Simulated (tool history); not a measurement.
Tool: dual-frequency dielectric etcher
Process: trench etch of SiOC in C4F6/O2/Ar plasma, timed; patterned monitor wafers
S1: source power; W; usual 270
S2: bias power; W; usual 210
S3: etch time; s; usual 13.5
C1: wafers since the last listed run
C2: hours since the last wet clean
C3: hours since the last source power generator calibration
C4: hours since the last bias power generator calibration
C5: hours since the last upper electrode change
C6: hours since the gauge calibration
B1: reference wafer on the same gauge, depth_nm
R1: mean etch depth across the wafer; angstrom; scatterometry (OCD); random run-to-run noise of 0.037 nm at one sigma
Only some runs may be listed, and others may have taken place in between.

run,hour,S1,S2,S3,C1,C2,C3,C4,C5,C6,B1,R1
1,0,270,177,13.5,0,174.4,1561.2,3916.9,5025.4,55,23.91,236.1
2,16.5,270,177,13.5,167,190.9,1577.7,3933.4,5041.9,71.5,23.9,236.7
3,26.3,270,177,13.5,99,200.7,1587.5,3943.2,5051.7,81.3,23.9,236.7
4,39.1,220,210,13.5,129,213.5,1600.3,3956,5064.5,94.1,23.91,225.2
5,46.6,220,210,13.5,75,221,1607.8,3963.5,5072,101.6,23.89,225.5
6,56.1,220,210,13.5,96,230.5,1617.3,3973,5081.5,111.1,23.91,225.5
7,73.6,270,210,13.5,177,248,1634.8,3990.5,5099,128.6,23.88,247.2
8,79.9,270,210,13.5,63,254.3,1641.1,3996.8,5105.3,134.9,23.9,246.4
9,105.5,270,210,13.5,259,279.9,1666.7,4022.4,5130.9,160.5,23.88,247.2
10,120.3,270,210,13.5,149,294.7,1681.5,4037.2,5145.7,175.3,23.91,247.1
11,130.4,270,179,13.5,102,304.8,1691.6,4047.3,5155.8,185.4,23.9,238.2
12,141,270,189,13.5,107,315.4,1702.2,4057.9,5166.4,196,23.9,241
13,149.7,270,189,13.5,88,324.1,1710.9,4066.6,5175.1,204.7,23.9,241
# hour 167.4: bias power generator calibrated
# hour 185.7: wet clean of the chamber
# hour 209.5: upper electrode replaced
14,210,270,193,13.5,143,24.3,1771.2,42.6,0.5,265,23.89,240.3
15,210.3,310,162,14.5,3,24.6,1771.5,42.9,0.8,265.3,23.91,263
16,210.6,220,210,13.5,3,24.9,1771.8,43.2,1.1,265.6,23.9,224.4
17,211,270,232,10.5,4,25.3,1772.2,43.6,1.5,266,23.9,195.9
18,213.2,300,182,10,22,27.5,1774.4,45.8,3.7,268.2,23.9,183.8
19,226.1,300,210,11,130,40.4,1787.3,58.7,16.6,281.1,23.91,209.2
20,232.3,250,233,9.5,62,46.6,1793.5,64.9,22.8,287.3,23.9,171.5
# hour 243.5: source power generator calibrated
21,248.4,310,210,10,122,62.7,4.9,81,38.9,303.4,23.9,193.3
# hour 251.6: gauge calibrated
22,263.6,330,250,17,154,77.9,20.1,96.2,54.1,12,23.9,354.2
23,274.3,310,164,16.5,108,88.6,30.8,106.9,64.8,22.7,23.9,301.4
24,292.1,250,233,9.5,180,106.4,48.6,124.7,82.6,40.5,23.91,171.8
25,304.4,270,210,11.5,124,118.7,60.9,137,94.9,52.8,23.88,209.3
26,319.4,240,194,13.5,151,133.7,75.9,152,109.9,67.8,23.91,229.3
27,325.9,250,252,13.5,65,140.2,82.4,158.5,116.4,74.3,23.9,249.3
28,332.2,270,175,14.5,63,146.5,88.7,164.8,122.7,80.6,23.89,253.3

Alternative continuations, all from the tool just after run 28; predict every row:
A,332.6,270,210,10.5,4,146.9,89.1,165.2,123.1,81,?,?
B,332.6,220,172,15.5,4,146.9,89.1,165.2,123.1,81,?,?
C,332.6,270,237,11.5,4,146.9,89.1,165.2,123.1,81,?,?
D,332.6,230,197,12.5,4,146.9,89.1,165.2,123.1,81,?,?
E,332.6,300,158,16,4,146.9,89.1,165.2,123.1,81,?,?

run,B1,R1
A,23.89,191.6
B,23.89,246.1
C,23.89,216.4
D,23.89,209.1
E,23.89,286.4
The same runs, with their run-to-run variation unchanged, on a tool lacking any hidden condition would have given:
run,R1
A,190.6
B,244.7
C,215.2
D,208
E,284.9
